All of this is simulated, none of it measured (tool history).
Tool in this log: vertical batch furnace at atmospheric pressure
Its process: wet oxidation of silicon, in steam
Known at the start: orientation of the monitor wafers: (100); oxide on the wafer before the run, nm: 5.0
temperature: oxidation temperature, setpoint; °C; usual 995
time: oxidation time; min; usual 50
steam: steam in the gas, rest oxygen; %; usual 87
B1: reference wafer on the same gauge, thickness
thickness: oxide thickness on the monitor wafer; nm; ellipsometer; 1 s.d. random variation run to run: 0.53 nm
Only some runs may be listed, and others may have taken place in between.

Run 1, hour 0: usual settings; B1 319.02. Result: thickness 354 nm.
Run 2, hour 11.3: usual settings; B1 318.87. Result: thickness 353.89 nm.
Run 3, hour 21: usual settings; B1 318.66. Result: thickness 353.4 nm.
Run 4, hour 37.1: usual settings; B1 318.7. Result: thickness 353.35 nm.
Run 5, hour 45.9: usual settings; B1 318.54. Result: thickness 353.79 nm.
At hour 81.8: steam generator serviced.
Run 6, hour 82.3: usual settings but time 61 min; B1 317.7. Result: thickness 404.52 nm.
Run 7, hour 86.3: usual settings but time 61 min; B1 317.94. Result: thickness 404.36 nm.
Run 8, hour 103.9: usual settings but time 35.5 min; B1 317.28. Result: thickness 274.99 nm.
At hour 107.6: gauge calibrated.
Run 9, hour 112.5: usual settings but time 32.5 min, steam 94 %; B1 318.89. Result: thickness 274.3 nm.
Run 10, hour 125.9: usual settings but temperature 985 °C, time 62.5 min, steam 77 %; B1 318.72. Result: thickness 351.04 nm.
At hour 151.9: thermocouples replaced and temperature profile calibrated.
Run 11, hour 152.4: usual settings; B1 318.55. Result: thickness 353.08 nm.
Run 12, hour 157.3: usual settings but temperature 983 °C, time 42 min, steam 82 %; B1 318.58. Result: thickness 268.16 nm.
Run 13, hour 171.5: usual settings; B1 318.33. Result: thickness 352.8 nm.
Run 14, hour 188.1: usual settings but temperature 1011 °C, steam 83 %; B1 318.22. Result: thickness 385.72 nm.
Run 15, hour 201.1: usual settings but temperature 1014 °C, steam 82 %; B1 318.13. Result: thickness 390.41 nm.

Branching from run 15: 5 alternative next runs. What would each branch give?
Run A, hour 205.2: usual settings but temperature 1011 °C; B1 ?. Result: thickness ?.
Run B, hour 205.2: usual settings but temperature 1009 °C, time 41.5 min, steam 96 %; B1 ?. Result: thickness ?.
Run C, hour 205.2: usual settings but temperature 1017 °C, time 31.5 min, steam 84 %; B1 ?. Result: thickness ?.
Run D, hour 205.2: usual settings but time 62.5 min; B1 ?. Result: thickness ?.
Run E, hour 205.2: usual settings but temperature 1011 °C, time 36 min; B1 ?. Result: thickness ?.

run      B1  thickness
  A  318.04     398.85
  B  318.04     370.16
  C  318.04     295.64
  D  318.04     413.49
  E  318.04      317.8
Without the tool's unlogged condition, the same runs would have read:
run  thickness
  A     400.19
  B      371.4
  C     296.63
  D     414.88
  E     318.87

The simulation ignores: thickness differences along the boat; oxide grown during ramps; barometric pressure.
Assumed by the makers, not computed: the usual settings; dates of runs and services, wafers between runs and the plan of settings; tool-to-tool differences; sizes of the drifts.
